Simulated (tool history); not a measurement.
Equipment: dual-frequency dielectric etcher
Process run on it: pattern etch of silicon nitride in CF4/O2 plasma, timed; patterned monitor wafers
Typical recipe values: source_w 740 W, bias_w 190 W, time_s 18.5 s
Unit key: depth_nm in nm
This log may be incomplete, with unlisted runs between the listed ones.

run	hour	source_w	bias_w	time_s	wafers since the last listed run	hours since the last wet clean	hours since the last source power generator calibration	hours since the last bias power generator calibration	hours since the last upper electrode change	hours since the gauge calibration	read-back reference wafer on the same gauge, depth_nm	depth_nm
1	0.0	740	190	18.5	0	518.1	2759.2	1852.6	3133.7	82.1	49.5	51.2
2	46.3	740	190	18.5	712	564.4	2805.5	1898.9	3180.0	128.4	49.4	50.6
# hour 72.0: wet clean of the chamber
3	117.2	740	190	18.5	721	45.2	2876.4	1969.8	3250.9	199.3	49.4	49.8
4	145.2	740	190	18.5	430	73.2	2904.4	1997.8	3278.9	227.3	49.2	50.0
5	177.5	740	190	18.5	496	105.5	2936.7	2030.1	3311.2	259.6	49.1	49.8
6	222.2	740	190	18.5	687	150.2	2981.4	2074.8	3355.9	304.3	49.4	51.0
7	288.2	740	190	18.5	1015	216.2	3047.4	2140.8	3421.9	370.3	48.9	50.2
8	353.0	740	190	18.5	996	281.0	3112.2	2205.6	3486.7	435.1	48.8	49.7
# hour 377.2: upper electrode replaced
9	410.7	780	190	14.5	518	338.7	3169.9	2263.3	33.5	492.8	48.7	40.7
10	438.8	740	190	18.5	432	366.8	3198.0	2291.4	61.6	520.9	48.6	49.3
# hour 505.1: bias power generator calibrated
11	509.5	740	190	18.5	1026	437.5	3268.7	4.4	132.3	591.6	48.3	49.6
# hour 574.0: gauge calibrated
12	577.5	840	159	18.5	1046	505.5	3336.7	72.4	200.3	3.5	49.3	52.6
13	605.6	600	190	16.0	432	533.6	3364.8	100.5	228.4	31.6	49.6	37.5
14	639.9	860	190	18.5	527	567.9	3399.1	134.8	262.7	65.9	49.5	55.7
# hour 708.2: wet clean of the chamber
15	708.7	620	149	17.0	689	0.5	3467.9	203.6	331.5	134.7	49.4	38.4
16	752.5	740	190	18.5	673	44.3	3511.7	247.4	375.3	178.5	49.3	49.9
17	816.1	560	158	21.5	978	107.9	3575.3	311.0	438.9	242.1	49.3	46.2
# hour 829.4: source power generator calibrated
18	869.9	580	163	15.5	766	161.7	40.5	364.8	492.7	295.9	49.1	34.1
19	936.5	790	190	23.0	1024	228.3	107.1	431.4	559.3	362.5	49.1	65.5
20	971.9	740	190	18.5	544	263.7	142.5	466.8	594.7	397.9	48.9	50.0
21	1004.8	620	165	14.5	506	296.6	175.4	499.7	627.6	430.8	48.9	33.2
22	1053.6	740	190	18.5	750	345.4	224.2	548.5	676.4	479.6	48.6	49.4
# hour 1082.7: gauge calibrated
23	1116.7	800	160	18.5	970	408.5	287.3	611.6	739.5	34.0	49.9	50.7

Predict each of these 5 candidate next runs independently; none follows another, all start after run 23:
A	1117.1	740	190	18.5	6	408.9	287.7	612.0	739.9	34.4	?	?
B	1117.1	660	227	20.5	6	408.9	287.7	612.0	739.9	34.4	?	?
C	1117.1	610	234	15.0	6	408.9	287.7	612.0	739.9	34.4	?	?
D	1117.1	670	166	22.5	6	408.9	287.7	612.0	739.9	34.4	?	?
E	1117.1	850	190	14.5	6	408.9	287.7	612.0	739.9	34.4	?	?

run	read-back reference wafer on the same gauge, depth_nm	depth_nm
A	49.8	50.5
B	49.8	54.4
C	49.8	38.1
D	49.8	55.3
E	49.8	43.7
The same runs, with their run-to-run variation unchanged, on a tool lacking any hidden condition would have given:
run	depth_nm
A	50.3
B	54.2
C	37.9
D	55.1
E	43.5

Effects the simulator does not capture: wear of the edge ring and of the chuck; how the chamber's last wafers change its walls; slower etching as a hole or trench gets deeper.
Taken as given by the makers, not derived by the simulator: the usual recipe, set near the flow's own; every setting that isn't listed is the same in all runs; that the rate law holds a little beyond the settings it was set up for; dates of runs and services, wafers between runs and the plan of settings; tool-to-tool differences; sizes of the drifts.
